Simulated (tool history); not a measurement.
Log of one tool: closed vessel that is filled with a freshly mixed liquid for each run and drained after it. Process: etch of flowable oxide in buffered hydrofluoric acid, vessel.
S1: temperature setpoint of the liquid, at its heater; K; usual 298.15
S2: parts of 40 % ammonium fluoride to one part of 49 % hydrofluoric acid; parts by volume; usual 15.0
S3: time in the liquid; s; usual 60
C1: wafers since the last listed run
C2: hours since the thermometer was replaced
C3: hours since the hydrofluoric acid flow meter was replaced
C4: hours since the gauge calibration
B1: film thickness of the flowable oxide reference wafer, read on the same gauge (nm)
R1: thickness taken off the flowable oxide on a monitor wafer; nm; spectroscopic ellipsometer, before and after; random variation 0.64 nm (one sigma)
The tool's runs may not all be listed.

run 1 hour=0.0 | S1=298.15 S2=15.0 S3=60 | C1=0 C2=1822.4 C3=2259.8 C4=155.3 | B1=70.01 | R1=107.98
run 2 hour=10.4 | S1=298.15 S2=15.0 S3=60 | C1=852 C2=1832.8 C3=2270.2 C4=165.7 | B1=70.00 | R1=106.48
run 3 hour=24.7 | S1=298.15 S2=15.0 S3=60 | C1=1171 C2=1847.1 C3=2284.5 C4=180.0 | B1=70.00 | R1=106.90
run 4 hour=34.5 | S1=298.15 S2=15.0 S3=60 | C1=803 C2=1856.9 C3=2294.3 C4=189.8 | B1=70.02 | R1=106.86
run 5 hour=50.0 | S1=298.15 S2=15.0 S3=60 | C1=1270 C2=1872.4 C3=2309.8 C4=205.3 | B1=70.01 | R1=106.47
run 6 hour=61.1 | S1=298.15 S2=15.0 S3=60 | C1=909 C2=1883.5 C3=2320.9 C4=216.4 | B1=70.02 | R1=107.77
run 7 hour=70.9 | S1=298.15 S2=15.0 S3=75 | C1=803 C2=1893.3 C3=2330.7 C4=226.2 | B1=69.98 | R1=134.80
run 8 hour=115.6 | S1=301.15 S2=15.0 S3=60 | C1=3662 C2=1938.0 C3=2375.4 C4=270.9 | B1=70.02 | R1=126.90
run 9 hour=136.7 | S1=301.15 S2=15.0 S3=60 | C1=1728 C2=1959.1 C3=2396.5 C4=292.0 | B1=69.99 | R1=125.94
run 10 hour=148.0 | S1=298.15 S2=15.0 S3=60 | C1=925 C2=1970.4 C3=2407.8 C4=303.3 | B1=70.01 | R1=107.44
run 11 hour=165.8 | S1=298.15 S2=15.0 S3=60 | C1=1458 C2=1988.2 C3=2425.6 C4=321.1 | B1=69.99 | R1=107.43
run 12 hour=176.3 | S1=298.15 S2=15.0 S3=60 | C1=860 C2=1998.7 C3=2436.1 C4=331.6 | B1=70.01 | R1=108.07
run 13 hour=193.7 | S1=298.15 S2=15.0 S3=60 | C1=1425 C2=2016.1 C3=2453.5 C4=349.0 | B1=70.01 | R1=108.95
run 14 hour=202.5 | S1=298.15 S2=15.0 S3=60 | C1=721 C2=2024.9 C3=2462.3 C4=357.8 | B1=70.02 | R1=108.46
run 15 hour=219.7 | S1=298.15 S2=15.0 S3=60 | C1=1409 C2=2042.1 C3=2479.5 C4=375.0 | B1=70.04 | R1=109.09
run 16 hour=235.4 | S1=298.15 S2=15.0 S3=60 | C1=1286 C2=2057.8 C3=2495.2 C4=390.7 | B1=70.02 | R1=109.59
-- hour=249.7 hydrofluoric acid flow meter replaced
run 17 hour=253.6 | S1=298.15 S2=11.5 S3=75 | C1=1409 C2=2076.0 C3=3.9 C4=408.9 | B1=70.00 | R1=176.03
run 18 hour=263.2 | S1=294.65 S2=11.0 S3=85 | C1=786 C2=2085.6 C3=13.5 C4=418.5 | B1=70.01 | R1=171.40
run 19 hour=278.0 | S1=295.15 S2=13.5 S3=50 | C1=1212 C2=2100.4 C3=28.3 C4=433.3 | B1=70.01 | R1=86.22
-- hour=283.8 thermometer replaced
run 20 hour=287.1 | S1=301.15 S2=19.0 S3=70 | C1=663 C2=3.3 C3=37.4 C4=442.4 | B1=69.96 | R1=105.35
-- hour=294.1 gauge calibrated
run 21 hour=302.9 | S1=301.65 S2=15.0 S3=40 | C1=1294 C2=19.1 C3=53.2 C4=8.8 | B1=69.97 | R1=78.14
run 22 hour=310.9 | S1=301.65 S2=18.5 S3=30 | C1=655 C2=27.1 C3=61.2 C4=16.8 | B1=70.01 | R1=48.25
run 23 hour=328.4 | S1=298.15 S2=15.0 S3=90 | C1=1434 C2=44.6 C3=78.7 C4=34.3 | B1=70.00 | R1=145.93
run 24 hour=341.3 | S1=298.15 S2=15.0 S3=60 | C1=1057 C2=57.5 C3=91.6 C4=47.2 | B1=70.02 | R1=96.83
run 25 hour=348.2 | S1=295.15 S2=15.0 S3=60 | C1=565 C2=64.4 C3=98.5 C4=54.1 | B1=69.99 | R1=83.59
run 26 hour=365.0 | S1=301.15 S2=15.0 S3=60 | C1=1376 C2=81.2 C3=115.3 C4=70.9 | B1=69.99 | R1=114.25
run 27 hour=377.4 | S1=298.15 S2=15.0 S3=60 | C1=1016 C2=93.6 C3=127.7 C4=83.3 | B1=70.00 | R1=97.19
run 28 hour=392.8 | S1=298.15 S2=20.0 S3=40 | C1=1261 C2=109.0 C3=143.1 C4=98.7 | B1=70.01 | R1=49.16
run 29 hour=406.4 | S1=298.15 S2=19.0 S3=35 | C1=1114 C2=122.6 C3=156.7 C4=112.3 | B1=69.98 | R1=45.19
run 30 hour=420.9 | S1=298.15 S2=18.0 S3=95 | C1=1188 C2=137.1 C3=171.2 C4=126.8 | B1=69.99 | R1=130.94
run 31 hour=437.1 | S1=298.15 S2=15.0 S3=60 | C1=1327 C2=153.3 C3=187.4 C4=143.0 | B1=69.98 | R1=97.81
run 32 hour=452.8 | S1=298.15 S2=15.0 S3=60 | C1=1286 C2=169.0 C3=203.1 C4=158.7 | B1=70.01 | R1=97.94
run 33 hour=462.2 | S1=296.65 S2=18.0 S3=40 | C1=770 C2=178.4 C3=212.5 C4=168.1 | B1=70.00 | R1=49.91
run 34 hour=474.9 | S1=300.65 S2=18.5 S3=50 | C1=1040 C2=191.1 C3=225.2 C4=180.8 | B1=70.00 | R1=76.41

The tool's hidden state at each run:
hydrofluoric acid flow above the setpoint (%): 0 in every run
gauge reads high (%): 0 in every run
H1: liquid hotter than its thermometer reads (K)
run=1 H1=2.4
run=2 H1=2.42
run=3 H1=2.43
run=4 H1=2.45
run=5 H1=2.47
run=6 H1=2.48
run=7 H1=2.49
run=8 H1=2.55
run=9 H1=2.57
run=10 H1=2.59
run=11 H1=2.61
run=12 H1=2.62
run=13 H1=2.65
run=14 H1=2.66
run=15 H1=2.68
run=16 H1=2.7
run=17 H1=2.72
run=18 H1=2.73
run=19 H1=2.75
run=20 H1=0.571
run=21 H1=0.591
run=22 H1=0.601
run=23 H1=0.623
run=24 H1=0.639
run=25 H1=0.648
run=26 H1=0.669
run=27 H1=0.685
run=28 H1=0.704
run=29 H1=0.722
run=30 H1=0.74
run=31 H1=0.76
run=32 H1=0.78
run=33 H1=0.792
run=34 H1=0.808
